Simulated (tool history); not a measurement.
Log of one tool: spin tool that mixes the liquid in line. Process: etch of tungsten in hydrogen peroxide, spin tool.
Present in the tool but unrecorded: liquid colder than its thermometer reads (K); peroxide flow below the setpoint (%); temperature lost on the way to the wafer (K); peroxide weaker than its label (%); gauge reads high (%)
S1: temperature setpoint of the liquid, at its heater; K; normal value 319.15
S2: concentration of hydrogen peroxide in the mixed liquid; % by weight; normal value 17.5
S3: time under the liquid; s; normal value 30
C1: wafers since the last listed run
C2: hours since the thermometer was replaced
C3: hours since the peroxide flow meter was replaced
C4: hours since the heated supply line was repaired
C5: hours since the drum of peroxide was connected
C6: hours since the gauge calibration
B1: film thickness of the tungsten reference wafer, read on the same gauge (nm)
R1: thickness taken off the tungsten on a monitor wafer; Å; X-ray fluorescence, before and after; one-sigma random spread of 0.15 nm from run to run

run 1 hour=0 | S1=319.15 S2=17.5 S3=30 | C1=0 C2=692.7 C3=869.6 C4=664.4 C5=957.4 C6=308.6 | B1=39.99 | R1=254.9
run 2 hour=30.3 | S1=319.15 S2=17.5 S3=30 | C1=524 C2=723 C3=899.9 C4=694.7 C5=987.7 C6=338.9 | B1=40.01 | R1=255.1
run 3 hour=64.6 | S1=319.15 S2=17.5 S3=30 | C1=593 C2=757.3 C3=934.2 C4=729 C5=1022 C6=373.2 | B1=39.99 | R1=253.1
run 4 hour=83.2 | S1=319.15 S2=17.5 S3=30 | C1=321 C2=775.9 C3=952.8 C4=747.6 C5=1040.6 C6=391.8 | B1=40 | R1=255
run 5 hour=118.1 | S1=319.15 S2=17.5 S3=30 | C1=603 C2=810.8 C3=987.7 C4=782.5 C5=1075.5 C6=426.7 | B1=39.98 | R1=253.5
run 6 hour=138.7 | S1=319.15 S2=17.5 S3=30 | C1=356 C2=831.4 C3=1008.3 C4=803.1 C5=1096.1 C6=447.3 | B1=40 | R1=252
-- hour=150.2 gauge calibrated
run 7 hour=153.7 | S1=319.15 S2=17.5 S3=30 | C1=259 C2=846.4 C3=1023.3 C4=818.1 C5=1111.1 C6=3.5 | B1=40.03 | R1=251.9
run 8 hour=171.8 | S1=319.15 S2=20.5 S3=30 | C1=313 C2=864.5 C3=1041.4 C4=836.2 C5=1129.2 C6=21.6 | B1=40 | R1=271.2
run 9 hour=190.3 | S1=319.15 S2=20.5 S3=30 | C1=319 C2=883 C3=1059.9 C4=854.7 C5=1147.7 C6=40.1 | B1=39.99 | R1=275.3
run 10 hour=216.1 | S1=319.15 S2=17.5 S3=30 | C1=446 C2=908.8 C3=1085.7 C4=880.5 C5=1173.5 C6=65.9 | B1=39.99 | R1=253.6
run 11 hour=235.9 | S1=319.15 S2=17.5 S3=35 | C1=342 C2=928.6 C3=1105.5 C4=900.3 C5=1193.3 C6=85.7 | B1=39.98 | R1=294.4
run 12 hour=261.4 | S1=319.15 S2=15.5 S3=30 | C1=440 C2=954.1 C3=1131 C4=925.8 C5=1218.8 C6=111.2 | B1=39.99 | R1=235.5
run 13 hour=275.1 | S1=319.15 S2=17.5 S3=30 | C1=236 C2=967.8 C3=1144.7 C4=939.5 C5=1232.5 C6=124.9 | B1=40.01 | R1=250.6
run 14 hour=287.8 | S1=321.65 S2=14 S3=45 | C1=219 C2=980.5 C3=1157.4 C4=952.2 C5=1245.2 C6=137.6 | B1=39.99 | R1=395.5
-- hour=304.9 thermometer replaced
-- hour=330.6 peroxide flow meter replaced
-- hour=354.6 heated supply line repaired
run 15 hour=356.8 | S1=319.15 S2=17.5 S3=30 | C1=1141 C2=51.9 C3=26.2 C4=2.2 C5=1314.2 C6=206.6 | B1=40 | R1=268.3
-- hour=369 new drum of peroxide connected
run 16 hour=373.9 | S1=322.65 S2=15.5 S3=15 | C1=278 C2=69 C3=43.3 C4=19.3 C5=4.9 C6=223.7 | B1=40 | R1=156.3
run 17 hour=396.7 | S1=319.15 S2=13 S3=30 | C1=394 C2=91.8 C3=66.1 C4=42.1 C5=27.7 C6=246.5 | B1=40.01 | R1=230.4
run 18 hour=432.6 | S1=310.65 S2=15 S3=45 | C1=620 C2=127.7 C3=102 C4=78 C5=63.6 C6=282.4 | B1=40 | R1=213.9
run 19 hour=466.6 | S1=315.65 S2=14 S3=45 | C1=587 C2=161.7 C3=136 C4=112 C5=97.6 C6=316.4 | B1=39.97 | R1=287.4

Each row is a separate what-if for the run after 19, all from the same tool condition, not one after another. Results?
run A hour=467 | S1=319.15 S2=17.5 S3=30 | C1=6 C2=162.1 C3=136.4 C4=112.4 C5=98 C6=316.8 | B1=? | R1=?
run B hour=467 | S1=319.15 S2=17.5 S3=15 | C1=6 C2=162.1 C3=136.4 C4=112.4 C5=98 C6=316.8 | B1=? | R1=?
run C hour=467 | S1=326.65 S2=13 S3=40 | C1=6 C2=162.1 C3=136.4 C4=112.4 C5=98 C6=316.8 | B1=? | R1=?
run D hour=467 | S1=319.15 S2=14.5 S3=30 | C1=6 C2=162.1 C3=136.4 C4=112.4 C5=98 C6=316.8 | B1=? | R1=?

run=A B1=40.02 R1=263.9
run=B B1=40.02 R1=131.9
run=C B1=40.02 R1=480
run=D B1=40.02 R1=240.2
With no hidden state in the tool, these same runs would have given:
run=A R1=265.8
run=B R1=132.9
run=C R1=483.5
run=D R1=241.9

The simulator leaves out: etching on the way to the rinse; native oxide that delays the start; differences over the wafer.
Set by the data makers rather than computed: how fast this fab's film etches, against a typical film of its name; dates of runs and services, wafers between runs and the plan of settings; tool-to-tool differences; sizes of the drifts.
